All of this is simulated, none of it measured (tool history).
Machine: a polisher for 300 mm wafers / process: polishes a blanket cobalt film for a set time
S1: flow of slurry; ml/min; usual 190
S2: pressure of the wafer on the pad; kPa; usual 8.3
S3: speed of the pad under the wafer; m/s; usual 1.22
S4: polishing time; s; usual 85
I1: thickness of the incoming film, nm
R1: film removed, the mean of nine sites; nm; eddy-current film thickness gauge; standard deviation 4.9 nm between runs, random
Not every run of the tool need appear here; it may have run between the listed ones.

run	hour	S1	S2	S3	S4	I1	R1
1	0.0	190	8.3	1.22	85	1499.3	345.4
2	41.7	190	8.3	1.22	85	1515.9	348.8
3	101.5	190	8.3	1.22	85	1487.3	337.7
4	152.8	190	8.3	1.22	85	1531.8	326.7
5	197.3	190	8.3	1.22	92	1512.0	344.3
6	222.6	190	8.3	1.22	92	1504.2	342.0
# hour 256.0: head pressure recalibrated
7	256.5	190	8.3	1.22	85	1498.8	317.1
8	280.6	190	8.3	1.22	85	1503.8	302.9
9	319.8	175	8.3	1.22	85	1485.5	299.0
# hour 330.0: worn pad replaced by a new one
10	386.3	175	8.3	1.22	85	1496.9	348.2
11	421.1	175	8.3	1.22	85	1521.0	342.5
# hour 449.8: slurry nozzle cleaned
12	471.4	230	6.9	1.48	104	1522.5	447.1
13	538.2	235	8.3	1.22	74	1515.8	305.2
14	638.7	190	8.3	1.22	85	1529.7	334.8
15	696.8	215	7.6	1.22	85	1503.6	295.5
# hour 719.3: head pressure recalibrated
16	722.3	190	8.3	1.56	85	1491.3	401.6
17	761.7	145	8.3	1.22	93	1507.6	327.8
# hour 773.7: worn pad replaced by a new one
18	788.0	190	8.3	0.82	57	1530.9	158.3
19	814.3	190	10.3	1.44	85	1498.1	524.8
20	859.4	155	5.5	1.22	85	1541.2	220.7
21	912.6	230	5.5	1.22	74	1476.7	203.6
# hour 1019.1: slurry nozzle cleaned
22	1105.1	140	8.3	1.44	108	1507.6	478.6
23	1132.1	190	8.3	1.22	56	1521.8	215.7
24	1196.4	255	8.3	1.44	77	1479.0	350.5
# hour 1251.5: head pressure recalibrated
25	1260.2	190	8.3	1.22	105	1504.4	373.9
# hour 1284.7: worn pad replaced by a new one
26	1313.2	190	8.3	1.22	85	1509.4	352.3
27	1378.3	190	8.3	1.06	85	1512.4	299.2
28	1444.1	250	6.9	1.06	85	1500.4	256.4
29	1471.7	190	8.3	1.22	85	1485.7	349.8
30	1529.2	190	8.3	1.22	85	1481.3	340.5
31	1590.0	165	8.3	1.56	109	1501.5	541.5
32	1628.8	190	8.3	1.56	100	1504.3	496.5
# hour 1692.7: slurry nozzle cleaned
33	1697.7	190	10.3	0.92	95	1493.0	331.1
34	1725.9	190	8.3	1.22	85	1505.9	319.7
# hour 1756.2: head pressure recalibrated
35	1761.0	190	8.3	1.22	85	1505.3	306.0
36	1790.2	190	8.3	1.22	103	1482.5	369.0

Each run again, without the hidden state but with its own random variation kept:
Hidden state present: removal rate lost through wear of the pad, %; slurry flow missing at the pad, %; deviation of the head's pressure from its setpoint, %.
run	R1
1	353.1
2	359.7
3	353.7
4	347.9
5	372.9
6	374.3
7	352.6
8	340.8
9	343.6
10	351.0
11	346.1
12	454.5
13	313.9
14	353.7
15	318.7
16	437.7
17	363.6
18	160.0
19	530.9
20	223.8
21	207.8
22	511.8
23	233.0
24	389.0
25	428.5
26	354.2
27	302.0
28	261.0
29	357.8
30	352.7
31	570.6
32	530.1
33	363.6
34	355.6
35	346.6
36	424.8
